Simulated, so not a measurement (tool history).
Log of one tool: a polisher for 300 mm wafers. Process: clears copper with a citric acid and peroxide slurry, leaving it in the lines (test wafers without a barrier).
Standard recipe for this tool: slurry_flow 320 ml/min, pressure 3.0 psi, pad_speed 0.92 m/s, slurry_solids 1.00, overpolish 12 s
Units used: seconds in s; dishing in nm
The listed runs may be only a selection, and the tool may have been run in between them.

run,hour,slurry_flow,pressure,pad_speed,slurry_solids,overpolish,wafers since the last listed run,wafers polished on this pad,hours since the slurry nozzle was cleaned,hours since the head pressure was calibrated,hours since the slurry blender was calibrated,"incoming thickness of the incoming film, nm",seconds,dishing
1,0.0,380,3.0,0.92,1.00,12,0,2809,90.2,372.5,424.6,212.1,102.1,20.6
# hour 12.5: slurry blender recalibrated
2,51.9,320,2.2,0.92,1.00,12,363,3173,142.1,424.4,39.4,211.8,135.2,15.4
# hour 88.4: head pressure recalibrated
# hour 95.0: worn pad replaced by a new one
3,128.0,320,2.2,0.92,1.00,12,510,239,218.2,39.6,115.5,214.6,136.6,15.3
4,222.2,320,2.7,0.92,1.00,12,685,925,312.4,133.8,209.7,215.6,114.6,18.6
5,322.5,320,2.7,0.92,1.00,12,730,1656,412.7,234.1,310.0,213.0,115.8,18.3
6,372.6,320,2.7,0.92,1.00,12,364,2021,462.8,284.2,360.1,214.8,116.0,17.8
# hour 381.4: slurry nozzle cleaned
7,435.6,320,3.0,0.92,1.00,12,451,2472,54.2,347.2,423.1,218.4,108.7,19.6
# hour 499.1: slurry blender recalibrated
# hour 505.3: worn pad replaced by a new one
8,539.4,320,3.0,0.92,1.00,12,712,248,158.0,451.0,40.3,214.8,102.4,20.2
9,594.8,275,3.0,0.92,1.00,12,403,651,213.4,506.4,95.7,219.3,106.2,20.2
# hour 633.8: head pressure recalibrated
10,650.0,320,3.0,0.92,1.00,9,387,1038,268.6,16.2,150.9,211.4,100.2,15.4
11,722.9,320,3.0,0.92,1.00,12,530,1569,341.5,89.1,223.8,214.4,103.3,20.2
# hour 808.6: slurry nozzle cleaned
12,821.9,320,2.5,0.92,1.00,12,713,2283,13.3,188.1,322.8,211.5,122.8,16.5
13,894.9,320,2.5,0.92,1.00,12,531,2814,86.3,261.1,395.8,212.3,125.2,16.6
# hour 911.1: worn pad replaced by a new one
# hour 911.2: slurry blender recalibrated
14,947.6,320,2.5,0.92,1.00,12,354,265,139.0,313.8,36.4,212.0,119.1,17.8
15,1003.1,320,2.6,0.92,1.30,15,404,669,194.5,369.3,91.9,213.8,111.4,22.9
# hour 1055.3: head pressure recalibrated
16,1095.1,320,3.0,1.08,0.90,12,655,1324,286.5,39.8,183.9,214.9,90.9,22.4
17,1143.5,395,3.0,1.04,0.90,18,352,1677,334.9,88.2,232.3,214.1,91.5,31.9
# hour 1212.2: slurry nozzle cleaned
18,1243.6,320,3.0,0.92,1.00,12,721,2398,31.4,188.3,332.4,215.0,102.8,19.2
19,1300.4,240,3.0,1.02,0.75,17,413,2812,88.2,245.1,389.2,215.7,105.6,26.7
# hour 1361.9: worn pad replaced by a new one
# hour 1367.6: slurry blender recalibrated
20,1390.2,320,3.0,1.12,1.10,12,610,191,178.0,334.9,22.6,218.0,83.9,24.2
# hour 1572.6: slurry nozzle cleaned
# hour 1587.9: head pressure recalibrated
21,1659.6,320,3.0,0.92,1.00,12,1939,2131,87.0,71.7,292.0,214.4,105.0,20.2
22,1715.3,320,3.0,0.92,0.70,8,405,2537,142.7,127.4,347.7,216.4,114.0,12.7
# hour 1785.0: worn pad replaced by a new one
23,1820.2,405,3.7,0.92,0.75,6,734,256,247.6,232.3,452.6,213.7,90.9,12.0
# hour 1850.1: slurry blender recalibrated
24,1859.1,320,3.0,0.92,1.00,12,268,525,286.5,271.2,9.0,215.4,101.5,20.5
25,1964.9,320,2.3,0.92,1.00,12,770,1295,392.3,377.0,114.8,215.0,132.5,15.7
# hour 1997.5: slurry nozzle cleaned
26,2001.0,320,3.0,0.92,1.00,12,255,1551,3.5,413.1,150.9,216.8,102.5,19.8
# hour 2025.4: head pressure recalibrated
27,2068.4,210,3.0,0.92,1.00,12,476,2027,70.9,43.0,218.3,214.4,108.2,19.8
28,2110.8,320,2.1,0.70,1.15,5,308,2336,113.3,85.4,260.7,213.3,186.5,5.0

Predict each of these 3 candidate next runs independently; none follows another, all start after run 28:
A,2111.3,320,3.5,0.92,1.00,12,3,2339,113.8,85.9,261.2,215.6,?,?
B,2111.3,320,3.0,0.92,0.75,9,3,2339,113.8,85.9,261.2,215.6,?,?
C,2111.3,320,2.5,0.92,1.20,12,3,2339,113.8,85.9,261.2,215.6,?,?

run,seconds,dishing
A,89.4,22.1
B,110.5,13.9
C,119.1,16.9
What these runs would have given with no unlogged condition in the tool:
run,seconds,dishing
A,87.5,22.6
B,108.3,14.2
C,116.6,17.2
